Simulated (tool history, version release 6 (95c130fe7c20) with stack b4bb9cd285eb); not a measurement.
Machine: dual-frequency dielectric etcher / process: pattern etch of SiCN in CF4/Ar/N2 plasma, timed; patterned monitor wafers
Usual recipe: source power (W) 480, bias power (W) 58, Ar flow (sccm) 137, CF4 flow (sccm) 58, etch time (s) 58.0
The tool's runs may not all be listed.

| run | hour | source power (W) | bias power (W) | Ar flow (sccm) | CF4 flow (sccm) | etch time (s) | read-back reference wafer on the same gauge, depth_nm | mean etch depth across the wafer (nm) |
|---|---|---|---|---|---|---|---|---|
| 1 | 0.0 | 480 | 58 | 120 | 58 | 58.0 | 60.43 | 50.93 |
|  | 28.1 | Ar flow controller replaced |
| 2 | 86.8 | 480 | 58 | 137 | 58 | 58.0 | 60.49 | 49.70 |
|  | 133.8 | CF4 flow controller replaced |
|  | 139.5 | wet clean of the chamber |
| 3 | 140.0 | 480 | 58 | 137 | 58 | 58.0 | 60.44 | 51.37 |
| 4 | 171.3 | 480 | 58 | 137 | 58 | 58.0 | 60.52 | 51.22 |
| 5 | 250.2 | 480 | 58 | 137 | 58 | 66.0 | 60.58 | 57.71 |
| 6 | 291.6 | 480 | 58 | 124 | 58 | 63.0 | 60.52 | 56.21 |
|  | 389.8 | gauge calibrated |
| 7 | 545.3 | 480 | 58 | 137 | 58 | 64.5 | 60.44 | 55.36 |
| 8 | 628.0 | 480 | 64 | 154 | 47 | 66.5 | 60.40 | 56.36 |
|  | 734.9 | wet clean of the chamber |
| 9 | 735.4 | 480 | 58 | 137 | 48 | 58.0 | 60.47 | 50.57 |
| 10 | 807.0 | 410 | 58 | 137 | 67 | 58.0 | 60.51 | 46.77 |
| 11 | 854.1 | 480 | 50 | 107 | 49 | 68.0 | 60.47 | 59.03 |
| 12 | 947.3 | 410 | 58 | 137 | 58 | 70.5 | 60.57 | 56.10 |
|  | 969.0 | bias power generator calibrated |
| 13 | 991.2 | 600 | 45 | 137 | 58 | 58.0 | 60.59 | 55.26 |
|  | 1022.1 | source power generator calibrated |
| 14 | 1075.8 | 480 | 67 | 137 | 58 | 58.0 | 60.55 | 53.34 |
| 15 | 1146.7 | 360 | 58 | 111 | 71 | 58.0 | 60.52 | 44.06 |
|  | 1253.6 | wet clean of the chamber |
| 16 | 1254.1 | 480 | 58 | 108 | 72 | 58.0 | 60.42 | 55.05 |
| 17 | 1350.7 | 390 | 58 | 137 | 58 | 58.0 | 60.49 | 44.80 |
| 18 | 1414.2 | 480 | 58 | 137 | 58 | 58.0 | 60.53 | 51.69 |
| 19 | 1515.5 | 390 | 71 | 137 | 65 | 58.0 | 60.49 | 47.81 |
| 20 | 1723.0 | 530 | 50 | 137 | 58 | 58.0 | 60.40 | 51.04 |
|  | 1805.9 | wet clean of the chamber |
| 21 | 1806.4 | 480 | 58 | 137 | 58 | 58.0 | 60.45 | 51.54 |
| 22 | 1888.1 | 480 | 47 | 137 | 58 | 58.0 | 60.50 | 47.92 |

Below, some changes in mean etch depth across the wafer (nm) between adjacent runs. For each, the amount present without the hidden state too (settings, incoming material, random variation) and the amount remaining for the hidden state with gauge scatter not shared by both compared results:
What the log doesn't record here: etch rate over this chamber's usual, %; source power that arrives over what is set, %; bias power that arrives over what is set, %; Ar flow that arrives over what is set, %; CF4 flow that arrives over what is set, %; gauge reads high (%).
Run 2 -> 3: CF4 flow controller replaced, wet clean of the chamber. mean etch depth across the wafer (nm) +1.67: hidden state +1.66, all else +0.01.
Run 8 -> 9: bias power (W) 64 -> 58, Ar flow (sccm) 154 -> 137, CF4 flow (sccm) 47 -> 48, etch time (s) 66.5 -> 58.0, wet clean of the chamber. mean etch depth across the wafer (nm) -5.79: hidden state +2.50, all else -8.29.
Run 10 -> 11: source power (W) 410 -> 480, bias power (W) 58 -> 50, Ar flow (sccm) 137 -> 107, CF4 flow (sccm) 67 -> 49, etch time (s) 58.0 -> 68.0. mean etch depth across the wafer (nm) +12.26: hidden state -0.19, all else +12.45.
Run 15 -> 16: source power (W) 360 -> 480, Ar flow (sccm) 111 -> 108, CF4 flow (sccm) 71 -> 72, wet clean of the chamber. mean etch depth across the wafer (nm) +10.99: hidden state +1.28, all else +9.71.
